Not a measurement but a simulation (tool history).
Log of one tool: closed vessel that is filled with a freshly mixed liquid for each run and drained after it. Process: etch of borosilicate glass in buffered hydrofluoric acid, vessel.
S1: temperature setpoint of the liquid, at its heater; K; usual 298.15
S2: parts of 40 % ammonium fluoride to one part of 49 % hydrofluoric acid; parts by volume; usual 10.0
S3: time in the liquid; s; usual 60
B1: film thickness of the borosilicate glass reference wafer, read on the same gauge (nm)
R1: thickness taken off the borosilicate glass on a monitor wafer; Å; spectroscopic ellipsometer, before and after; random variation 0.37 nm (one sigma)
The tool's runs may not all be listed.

run 1 day=0.000 | S1=298.15 S2=10.0 S3=60 | B1=59.98 | R1=817.7
run 2 day=2.558 | S1=298.15 S2=10.0 S3=60 | B1=60.02 | R1=820.5
run 3 day=4.583 | S1=298.15 S2=10.0 S3=60 | B1=59.98 | R1=827.7
run 4 day=8.242 | S1=298.15 S2=10.0 S3=60 | B1=60.00 | R1=830.9
run 5 day=10.700 | S1=298.15 S2=10.0 S3=60 | B1=60.00 | R1=824.1
run 6 day=13.554 | S1=298.15 S2=10.0 S3=60 | B1=60.02 | R1=821.2
run 7 day=16.075 | S1=298.15 S2=10.0 S3=60 | B1=60.00 | R1=830.5
run 8 day=19.217 | S1=298.15 S2=10.0 S3=60 | B1=59.98 | R1=828.5
run 9 day=23.000 | S1=298.15 S2=10.0 S3=60 | B1=60.01 | R1=827.0
-- day=24.008 thermometer replaced
-- day=24.042 hydrofluoric acid flow meter replaced
run 10 day=26.692 | S1=294.65 S2=7.0 S3=30 | B1=60.00 | R1=450.3
run 11 day=28.262 | S1=298.15 S2=7.0 S3=60 | B1=60.02 | R1=1087.4
run 12 day=31.454 | S1=293.15 S2=12.0 S3=75 | B1=60.01 | R1=612.1
-- day=31.542 gauge calibrated
run 13 day=33.954 | S1=298.15 S2=10.0 S3=60 | B1=59.99 | R1=763.9
run 14 day=35.708 | S1=298.15 S2=10.0 S3=60 | B1=60.01 | R1=764.9
run 15 day=38.575 | S1=298.15 S2=12.5 S3=60 | B1=59.98 | R1=621.1
run 16 day=42.388 | S1=300.15 S2=10.0 S3=60 | B1=60.02 | R1=861.4
run 17 day=46.771 | S1=298.15 S2=12.0 S3=45 | B1=59.99 | R1=482.0
run 18 day=49.296 | S1=298.15 S2=10.0 S3=60 | B1=59.97 | R1=778.1
run 19 day=52.946 | S1=295.15 S2=7.5 S3=60 | B1=60.00 | R1=870.5

What the log doesn't show, run by run:
hydrofluoric acid flow above the setpoint (%): 0 in every run
gauge reads high (%): 0 in every run
H1: liquid hotter than its thermometer reads (K)
run=1 H1=1.35
run=2 H1=1.38
run=3 H1=1.41
run=4 H1=1.45
run=5 H1=1.48
run=6 H1=1.52
run=7 H1=1.55
run=8 H1=1.58
run=9 H1=1.63
run=10 H1=0.0391
run=11 H1=0.0583
run=12 H1=0.0974
run=13 H1=0.128
run=14 H1=0.15
run=15 H1=0.185
run=16 H1=0.231
run=17 H1=0.285
run=18 H1=0.316
run=19 H1=0.361

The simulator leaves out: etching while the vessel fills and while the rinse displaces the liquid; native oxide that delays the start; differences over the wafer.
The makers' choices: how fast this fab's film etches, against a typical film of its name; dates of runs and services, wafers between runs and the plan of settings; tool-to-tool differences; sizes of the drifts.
